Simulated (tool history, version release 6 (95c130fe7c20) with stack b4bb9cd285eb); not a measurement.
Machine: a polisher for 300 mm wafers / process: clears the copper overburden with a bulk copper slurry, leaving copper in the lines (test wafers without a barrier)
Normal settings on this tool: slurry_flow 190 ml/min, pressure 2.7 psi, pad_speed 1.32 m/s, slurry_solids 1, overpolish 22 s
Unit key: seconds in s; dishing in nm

| run | hour | slurry_flow | pressure | pad_speed | slurry_solids | overpolish | wafers since the last listed run | wafers polished on this pad | hours since the slurry nozzle was cleaned | hours since the head pressure was calibrated | hours since the slurry blender was calibrated | incoming thickness of the incoming film, nm | seconds | dishing |
|---|---|---|---|---|---|---|---|---|---|---|---|---|---|---|
| 1 | 0 | 190 | 2.7 | 0.98 | 1 | 22 | 0 | 1228 | 82.8 | 884 | 203.2 | 895.5 | 89.5 | 98.8 |
|  | 3.1 | head pressure recalibrated |
| 2 | 13.1 | 190 | 2.7 | 0.98 | 1 | 22 | 49 | 1278 | 95.9 | 10 | 216.3 | 901.3 | 89 | 104.3 |
| 3 | 26.5 | 190 | 2.7 | 1.32 | 1 | 22 | 60 | 1338 | 109.3 | 23.4 | 229.7 | 889.2 | 72.6 | 113.6 |
|  | 35.8 | worn pad replaced by a new one |
| 4 | 53.8 | 190 | 2.7 | 1.32 | 0.75 | 22 | 104 | 81 | 136.6 | 50.7 | 257 | 903.2 | 80.8 | 101 |
| 5 | 84.7 | 190 | 2.7 | 1.32 | 1 | 22 | 138 | 220 | 167.5 | 81.6 | 287.9 | 905.3 | 73.1 | 105.8 |
| 6 | 104.2 | 190 | 2.7 | 1.04 | 1 | 10 | 87 | 307 | 187 | 101.1 | 307.4 | 916.7 | 88.2 | 59 |
| 7 | 117.4 | 190 | 2.7 | 1.32 | 0.9 | 28 | 59 | 367 | 200.2 | 114.3 | 320.6 | 897.7 | 76.2 | 113.1 |
| 8 | 134.3 | 140 | 2.7 | 1.32 | 1 | 22 | 75 | 443 | 217.1 | 131.2 | 337.5 | 908.5 | 78.9 | 105.6 |
| 9 | 160.3 | 245 | 3.3 | 1.32 | 1 | 22 | 116 | 559 | 243.1 | 157.2 | 363.5 | 908.3 | 62.8 | 123.3 |
| 10 | 176.6 | 250 | 2.7 | 0.96 | 1.15 | 22 | 73 | 633 | 259.4 | 173.5 | 379.8 | 882.4 | 84.6 | 98.9 |
|  | 205 | slurry blender recalibrated |
| 11 | 205.8 | 190 | 3.5 | 1.06 | 0.8 | 31 | 122 | 755 | 288.6 | 202.7 | 0.8 | 907.2 | 71.2 | 132.9 |
| 12 | 238 | 245 | 2.7 | 1.2 | 1.25 | 28 | 144 | 900 | 320.8 | 234.9 | 33 | 907.2 | 69.8 | 123.4 |
|  | 276.3 | worn pad replaced by a new one |
| 13 | 276.8 | 190 | 2.7 | 1.32 | 1 | 22 | 156 | 2 | 359.6 | 273.7 | 71.8 | 907.8 | 74.2 | 112.5 |
| 14 | 287.5 | 250 | 2.4 | 1.32 | 1 | 22 | 48 | 50 | 370.3 | 284.4 | 82.5 | 902.1 | 77.2 | 103.6 |

Estimate the outcome of run 15 from the log above:
| 15 | 310.7 | 190 | 3.4 | 1.32 | 1 | 29 | 104 | 154 | 393.5 | 307.6 | 105.7 | 902.8 | ? | ? |

seconds: 60.7 s
dishing: 141.1 nm
On a tool with no hidden condition, and with the same random variation, this run would have come out at seconds 60 s, dishing 141.5 nm.
